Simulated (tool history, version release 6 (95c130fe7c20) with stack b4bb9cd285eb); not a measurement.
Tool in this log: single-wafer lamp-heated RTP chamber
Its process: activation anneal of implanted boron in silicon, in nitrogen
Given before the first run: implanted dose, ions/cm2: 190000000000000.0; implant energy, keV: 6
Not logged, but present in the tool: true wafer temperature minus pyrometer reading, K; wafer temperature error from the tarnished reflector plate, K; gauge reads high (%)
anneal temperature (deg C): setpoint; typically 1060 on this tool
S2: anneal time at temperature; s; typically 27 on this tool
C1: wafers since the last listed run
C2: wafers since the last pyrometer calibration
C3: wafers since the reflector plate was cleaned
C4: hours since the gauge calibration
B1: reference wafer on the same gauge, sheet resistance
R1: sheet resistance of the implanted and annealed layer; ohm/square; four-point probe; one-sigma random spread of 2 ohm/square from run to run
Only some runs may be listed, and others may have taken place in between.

Run 1, day 0.000: usual settings; C1 0; C2 2359; C3 6857; C4 596.6; B1 573.89. Result: R1 539.52 ohm/square.
At day 0.712: pyrometer window cleaned and pyrometer calibrated.
Run 2, day 1.358: usual settings; C1 263; C2 165; C3 7120; C4 629.2; B1 574.74. Result: R1 539.25 ohm/square.
Run 3, day 3.358: usual settings; C1 513; C2 679; C3 7634; C4 677.2; B1 575.82. Result: R1 546.34 ohm/square.
Run 4, day 5.321: usual settings; C1 504; C2 1183; C3 8138; C4 724.3; B1 576.74. Result: R1 542.57 ohm/square.
Run 5, day 8.304: usual settings; C1 766; C2 1949; C3 8904; C4 795.9; B1 577.10. Result: R1 545.08 ohm/square.
At day 10.004: pyrometer window cleaned and pyrometer calibrated.
Run 6, day 11.142: usual settings but S2 21 s; C1 643; C2 291; C3 9547; C4 864.0; B1 579.07. Result: R1 547.26 ohm/square.
Run 7, day 13.046: usual settings; C1 489; C2 780; C3 10036; C4 909.7; B1 581.08. Result: R1 545.65 ohm/square.
Run 8, day 15.821: usual settings; C1 712; C2 1493; C3 10749; C4 976.3; B1 581.84. Result: R1 546.74 ohm/square.
Run 9, day 17.433: usual settings but anneal temperature (deg C) 1036, S2 19 s; C1 414; C2 1907; C3 11163; C4 1015.0; B1 582.94. Result: R1 555.87 ohm/square.
At day 19.025: pyrometer window cleaned and pyrometer calibrated.
Run 10, day 19.438: usual settings but anneal temperature (deg C) 1036, S2 19 s; C1 429; C2 105; C3 11592; C4 1063.1; B1 583.36. Result: R1 559.07 ohm/square.
Run 11, day 20.825: usual settings but anneal temperature (deg C) 1035, S2 13 s; C1 356; C2 461; C3 11948; C4 1096.4; B1 584.56. Result: R1 561.62 ohm/square.
Run 12, day 23.188: usual settings but S2 19 s; C1 606; C2 1068; C3 12555; C4 1153.1; B1 585.72. Result: R1 556.85 ohm/square.
At day 25.138: reflector plate cleaned.
Run 13, day 26.079: usual settings but anneal temperature (deg C) 1068, S2 21 s; C1 657; C2 1725; C3 242; C4 1222.5; B1 586.47. Result: R1 557.11 ohm/square.
Run 14, day 28.642: usual settings; C1 658; C2 2383; C3 900; C4 1284.0; B1 588.12. Result: R1 555.54 ohm/square.
At day 30.058: gauge calibrated.
At day 30.188: pyrometer window cleaned and pyrometer calibrated.
Run 15, day 30.388: usual settings but anneal temperature (deg C) 1082; C1 362; C2 51; C3 1263; C4 7.9; B1 556.08. Result: R1 518.86 ohm/square.
Run 16, day 32.142: usual settings but anneal temperature (deg C) 1050, S2 35 s; C1 450; C2 501; C3 1713; C4 50.0; B1 556.82. Result: R1 520.22 ohm/square.
Run 17, day 34.250: usual settings but anneal temperature (deg C) 1043, S2 35 s; C1 541; C2 1043; C3 2255; C4 100.6; B1 556.96. Result: R1 528.29 ohm/square.

Run 18 has not been measured yet. What should we expect?
Run 18, day 36.242: usual settings; C1 511; C2 1554; C3 2766; C4 148.4; B1 ?. Result: R1 ?.

For run 18 the tool returned B1 559.07, R1 527.73 ohm/square.
Had the tool carried no hidden state, the very same run would have given R1 529.15 ohm/square.
